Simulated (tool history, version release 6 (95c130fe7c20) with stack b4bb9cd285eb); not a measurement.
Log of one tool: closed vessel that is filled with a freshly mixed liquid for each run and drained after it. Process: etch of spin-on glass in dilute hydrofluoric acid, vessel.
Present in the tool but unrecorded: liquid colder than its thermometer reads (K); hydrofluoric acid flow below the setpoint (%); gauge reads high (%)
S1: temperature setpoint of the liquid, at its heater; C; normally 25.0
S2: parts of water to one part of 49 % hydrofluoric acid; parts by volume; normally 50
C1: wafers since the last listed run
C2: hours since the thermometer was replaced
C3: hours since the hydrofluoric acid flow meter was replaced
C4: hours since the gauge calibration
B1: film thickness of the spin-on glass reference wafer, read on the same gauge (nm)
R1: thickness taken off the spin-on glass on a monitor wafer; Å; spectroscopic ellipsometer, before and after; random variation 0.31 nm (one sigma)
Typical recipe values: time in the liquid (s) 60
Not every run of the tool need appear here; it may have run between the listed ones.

Run 1, day 0.000: usual settings; C1 0; C2 1065.3; C3 1184.8; C4 342.0; B1 40.01. Result: R1 263.4 Å.
Run 2, day 0.496: usual settings; C1 1224; C2 1077.2; C3 1196.7; C4 353.9; B1 39.97. Result: R1 256.7 Å.
Run 3, day 1.142: usual settings; C1 1594; C2 1092.7; C3 1212.2; C4 369.4; B1 40.01. Result: R1 261.3 Å.
Run 4, day 1.733: usual settings but S1 21.5 C; C1 1460; C2 1106.9; C3 1226.4; C4 383.6; B1 40.02. Result: R1 219.4 Å.
Run 5, day 2.100: usual settings but S1 21.5 C; C1 905; C2 1115.7; C3 1235.2; C4 392.4; B1 40.00. Result: R1 220.8 Å.
At day 2.300: thermometer replaced.
Run 6, day 2.446: usual settings; C1 750; C2 3.5; C3 1243.5; C4 400.7; B1 39.99. Result: R1 283.7 Å.
Run 7, day 2.904: usual settings; C1 1131; C2 14.5; C3 1254.5; C4 411.7; B1 39.98. Result: R1 287.0 Å.
Run 8, day 3.338: usual settings; C1 1069; C2 24.9; C3 1264.9; C4 422.1; B1 40.01. Result: R1 282.7 Å.
Run 9, day 3.875: usual settings; C1 1327; C2 37.8; C3 1277.8; C4 435.0; B1 40.01. Result: R1 282.5 Å.
At day 4.483: gauge calibrated.
Run 10, day 5.225: usual settings; C1 3333; C2 70.2; C3 1310.2; C4 17.8; B1 40.02. Result: R1 281.4 Å.
Run 11, day 5.917: usual settings; C1 1707; C2 86.8; C3 1326.8; C4 34.4; B1 39.99. Result: R1 283.7 Å.
Run 12, day 6.517: usual settings but S1 23.0 C, S2 30 parts by volume, time in the liquid (s) 45; C1 1481; C2 101.2; C3 1341.2; C4 48.8; B1 39.97. Result: R1 334.7 Å.
Run 13, day 6.967: usual settings but S1 27.0 C, S2 65 parts by volume; C1 1111; C2 112.0; C3 1352.0; C4 59.6; B1 39.97. Result: R1 223.3 Å.
At day 7.012: hydrofluoric acid flow meter replaced.
Run 14, day 8.833: usual settings; C1 4505; C2 156.8; C3 43.7; C4 104.4; B1 40.02. Result: R1 328.0 Å.
Run 15, day 9.308: usual settings but S1 23.5 C, time in the liquid (s) 50; C1 1172; C2 168.2; C3 55.1; C4 115.8; B1 40.00. Result: R1 257.4 Å.
Run 16, day 10.029: usual settings but S1 21.0 C, S2 25 parts by volume, time in the liquid (s) 80; C1 1779; C2 185.5; C3 72.4; C4 133.1; B1 39.98. Result: R1 759.9 Å.
Run 17, day 10.483: usual settings but S1 20.5 C, S2 30 parts by volume, time in the liquid (s) 85; C1 1121; C2 196.4; C3 83.3; C4 144.0; B1 39.98. Result: R1 642.0 Å.
Run 18, day 11.125: usual settings but S1 27.5 C, S2 70 parts by volume, time in the liquid (s) 70; C1 1584; C2 211.8; C3 98.7; C4 159.4; B1 40.01. Result: R1 289.7 Å.
Run 19, day 11.588: usual settings but S1 20.0 C, time in the liquid (s) 40; C1 1141; C2 222.9; C3 109.8; C4 170.5; B1 39.98. Result: R1 174.7 Å.
Run 20, day 11.933: usual settings; C1 853; C2 231.2; C3 118.1; C4 178.8; B1 39.98. Result: R1 321.7 Å.
Run 21, day 14.083: usual settings but S1 26.5 C, S2 25 parts by volume, time in the liquid (s) 50; C1 5308; C2 282.8; C3 169.7; C4 230.4; B1 40.00. Result: R1 592.2 Å.
Run 22, day 14.796: usual settings but S1 21.0 C, S2 60 parts by volume, time in the liquid (s) 45; C1 1759; C2 299.9; C3 186.8; C4 247.5; B1 40.01. Result: R1 169.0 Å.
Run 23, day 15.050: usual settings but S1 27.5 C, S2 45 parts by volume, time in the liquid (s) 35; C1 627; C2 306.0; C3 192.9; C4 253.6; B1 40.00. Result: R1 234.8 Å.
Run 24, day 15.471: usual settings but time in the liquid (s) 40; C1 1039; C2 316.1; C3 203.0; C4 263.7; B1 40.03. Result: R1 215.6 Å.
Run 25, day 15.904: usual settings but S1 29.0 C, time in the liquid (s) 80; C1 1069; C2 326.5; C3 213.4; C4 274.1; B1 39.99. Result: R1 498.9 Å.
Run 26, day 16.162: usual settings but S1 22.0 C, S2 40 parts by volume, time in the liquid (s) 45; C1 637; C2 332.7; C3 219.6; C4 280.3; B1 40.01. Result: R1 260.0 Å.
Run 27, day 16.600: usual settings but S1 29.0 C, S2 75 parts by volume; C1 1080; C2 343.2; C3 230.1; C4 290.8; B1 40.01. Result: R1 239.2 Å.
Run 28, day 16.883: usual settings; C1 699; C2 350.0; C3 236.9; C4 297.6; B1 39.99. Result: R1 318.5 Å.
Run 29, day 17.483: usual settings but S2 65 parts by volume, time in the liquid (s) 80; C1 1481; C2 364.4; C3 251.3; C4 312.0; B1 40.00. Result: R1 320.9 Å.
Run 30, day 17.733: usual settings but S1 22.0 C, S2 40 parts by volume, time in the liquid (s) 45; C1 617; C2 370.4; C3 257.3; C4 318.0; B1 40.01. Result: R1 261.4 Å.
Run 31, day 18.392: usual settings but S1 21.0 C, S2 70 parts by volume, time in the liquid (s) 35; C1 1625; C2 386.2; C3 273.1; C4 333.8; B1 39.98. Result: R1 107.2 Å.
Run 32, day 18.667: usual settings; C1 678; C2 392.8; C3 279.7; C4 340.4; B1 40.00. Result: R1 316.3 Å.
Run 33, day 19.033: usual settings but S1 20.0 C, S2 25 parts by volume, time in the liquid (s) 70; C1 905; C2 401.6; C3 288.5; C4 349.2; B1 40.01. Result: R1 609.5 Å.
Run 34, day 19.496: usual settings; C1 1141; C2 412.7; C3 299.6; C4 360.3; B1 40.00. Result: R1 312.9 Å.

For each run, what was the tool's unlogged condition?
gauge reads high (%): 0 at every run
H1: liquid colder than its thermometer reads (K)
H2: hydrofluoric acid flow below the setpoint (%)
run     H1     H2
  1   2.68   13.8
  2   2.71   13.9
  3   2.75   14.1
  4   2.79   14.2
  5   2.81   14.3
  6  0.178   14.4
  7  0.205   14.5
  8   0.23   14.6
  9  0.261   14.7
 10  0.341   15.1
 11  0.381   15.2
 12  0.416   15.4
 13  0.443   15.5
 14  0.552  0.814
 15   0.58  0.927
 16  0.622    1.1
 17  0.649   1.21
 18  0.687   1.36
 19  0.714   1.47
 20  0.734   1.55
 21   0.86   2.06
 22  0.902   2.23
 23  0.917   2.29
 24  0.941   2.39
 25  0.967    2.5
 26  0.982   2.56
 27   1.01   2.66
 28   1.02   2.73
 29   1.06   2.87
 30   1.07   2.93
 31   1.11   3.09
 32   1.13   3.16
 33   1.15   3.24
 34   1.18   3.35
